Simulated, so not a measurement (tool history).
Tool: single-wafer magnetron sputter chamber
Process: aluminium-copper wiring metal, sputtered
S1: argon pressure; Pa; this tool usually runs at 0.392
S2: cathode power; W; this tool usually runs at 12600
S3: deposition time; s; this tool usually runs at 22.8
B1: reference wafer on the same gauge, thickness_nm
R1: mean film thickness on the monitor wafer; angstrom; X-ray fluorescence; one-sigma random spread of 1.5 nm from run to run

run 1 hour=0 | S1=0.392 S2=12600 S3=22.8 | B1=454.73 | R1=4319.91
run 2 hour=6.6 | S1=0.392 S2=12600 S3=22.8 | B1=454.907 | R1=4312.92
run 3 hour=48.6 | S1=0.392 S2=12600 S3=22.8 | B1=455.014 | R1=4296.29
run 4 hour=65.2 | S1=0.392 S2=12600 S3=22.8 | B1=454.834 | R1=4281.77
run 5 hour=74.9 | S1=0.392 S2=12600 S3=22.8 | B1=455.059 | R1=4307.08
run 6 hour=89.5 | S1=0.392 S2=12600 S3=22.8 | B1=455.635 | R1=4256.23
run 7 hour=103.7 | S1=0.392 S2=12600 S3=22.8 | B1=455.217 | R1=4288.93
run 8 hour=120.8 | S1=0.392 S2=12600 S3=22.8 | B1=454.644 | R1=4249.93
run 9 hour=131.9 | S1=0.392 S2=12600 S3=22.8 | B1=455.244 | R1=4271.54
run 10 hour=139.1 | S1=0.392 S2=12600 S3=22.8 | B1=455.545 | R1=4262.67
-- hour=151.3 capacitance manometer re-zeroed and calibrated
-- hour=152.7 gauge calibrated
run 11 hour=166.1 | S1=0.392 S2=12600 S3=22.8 | B1=455.453 | R1=4246.98
-- hour=186.1 sputter target and shields replaced
run 12 hour=186.6 | S1=0.392 S2=12600 S3=22.8 | B1=454.764 | R1=4401.32
run 13 hour=189.2 | S1=0.392 S2=12600 S3=22.8 | B1=454.994 | R1=4428.78
run 14 hour=203.6 | S1=0.392 S2=12600 S3=22.8 | B1=454.829 | R1=4426.94
run 15 hour=213.1 | S1=0.392 S2=12600 S3=22.8 | B1=455.419 | R1=4429.37
run 16 hour=243.2 | S1=0.308 S2=10750 S3=22.8 | B1=455.603 | R1=3913.87
run 17 hour=256.2 | S1=0.392 S2=11750 S3=24.1 | B1=454.61 | R1=4334.94
run 18 hour=272.6 | S1=0.392 S2=13450 S3=18.4 | B1=455.218 | R1=3767.39
run 19 hour=283.8 | S1=0.392 S2=11600 S3=26.2 | B1=455.206 | R1=4648
run 20 hour=294.4 | S1=0.392 S2=12600 S3=22.8 | B1=454.796 | R1=4376.6
-- hour=303 magnet pack replaced
run 21 hour=305.8 | S1=0.456 S2=10300 S3=22.8 | B1=455.038 | R1=3484.22
run 22 hour=321.8 | S1=0.392 S2=12600 S3=22.8 | B1=454.624 | R1=4394.9
run 23 hour=338.8 | S1=0.392 S2=12600 S3=22.8 | B1=454.927 | R1=4352.82

Run 24 has not been measured yet. What should we expect?
run 24 hour=354.7 | S1=0.392 S2=12600 S3=18.3 | B1=? | R1=?

For run 24 the tool returned B1 455.037, R1 3503.33 angstrom.
With no hidden state in the tool, this same run would have given R1 3565.57 angstrom.
